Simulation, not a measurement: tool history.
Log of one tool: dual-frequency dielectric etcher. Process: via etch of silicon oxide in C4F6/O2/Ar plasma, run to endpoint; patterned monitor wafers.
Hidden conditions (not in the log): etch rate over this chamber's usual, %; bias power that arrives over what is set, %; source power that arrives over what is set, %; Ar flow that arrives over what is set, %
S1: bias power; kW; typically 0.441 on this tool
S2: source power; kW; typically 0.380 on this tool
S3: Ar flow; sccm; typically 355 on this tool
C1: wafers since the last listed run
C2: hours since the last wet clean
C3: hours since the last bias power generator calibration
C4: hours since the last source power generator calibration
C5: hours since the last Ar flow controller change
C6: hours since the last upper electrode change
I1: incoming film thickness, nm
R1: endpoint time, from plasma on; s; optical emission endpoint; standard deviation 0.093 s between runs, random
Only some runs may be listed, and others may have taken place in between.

run   hour     S1     S2   S3    C1     C2     C3      C4      C5      C6    I1    R1
  1    0.0  0.441  0.380  355     0  360.9   43.8  3340.9  1156.6  3528.0  65.2  15.2
  2   20.6  0.441  0.380  355   352  381.5   64.4  3361.5  1177.2  3548.6  64.9  15.0
      35.7  -- source power generator calibrated
  3   36.2  0.404  0.380  355   198  397.1   80.0     0.5  1192.8  3564.2  64.8  15.6
      87.8  -- wet clean of the chamber
  4  136.9  0.404  0.380  355  1312   49.1  180.7   101.2  1293.5  3664.9  64.5  16.3
  5  160.0  0.441  0.450  355   395   72.2  203.8   124.3  1316.6  3688.0  64.8  14.7
  6  172.7  0.441  0.380  355   217   84.9  216.5   137.0  1329.3  3700.7  64.4  15.5
  7  202.2  0.441  0.380  294   504  114.4  246.0   166.5  1358.8  3730.2  64.6  15.0
     249.3  -- upper electrode replaced
  8  249.8  0.441  0.380  355   403  162.0  293.6   214.1  1406.4     0.5  64.6  15.3
     264.9  -- Ar flow controller replaced
  9  271.4  0.441  0.480  400   266  183.6  315.2   235.7     6.5    22.1  64.7  14.3
 10  287.7  0.533  0.380  278   278  199.9  331.5   252.0    22.8    38.4  64.9  13.8
 11  308.2  0.475  0.460  405   350  220.4  352.0   272.5    43.3    58.9  65.3  14.2
 12  333.9  0.441  0.380  355   439  246.1  377.7   298.2    69.0    84.6  65.0  15.4
 13  351.8  0.539  0.300  355   306  264.0  395.6   316.1    86.9   102.5  65.2  15.3
 14  384.6  0.348  0.380  318   561  296.8  428.4   348.9   119.7   135.3  65.5  16.7
 15  405.0  0.441  0.380  355   349  317.2  448.8   369.3   140.1   155.7  64.8  15.1
 16  429.7  0.529  0.380  355   422  341.9  473.5   394.0   164.8   180.4  64.1  13.9
 17  443.4  0.441  0.380  355   234  355.6  487.2   407.7   178.5   194.1  65.5  15.0
     478.4  -- wet clean of the chamber
 18  478.9  0.393  0.380  321   196    0.5  522.7   443.2   214.0   229.6  64.9  16.1
 19  493.6  0.404  0.380  355   251   15.2  537.4   457.9   228.7   244.3  64.9  16.3

What does the tool deliver on the next run?
 20  526.5  0.441  0.380  355  563  48.1  570.3  490.8  261.6  277.2  64.5   ?

R1: 15.5 s
On a tool with no hidden condition, and with the same random variation, this run would have come out at R1 15.6 s.
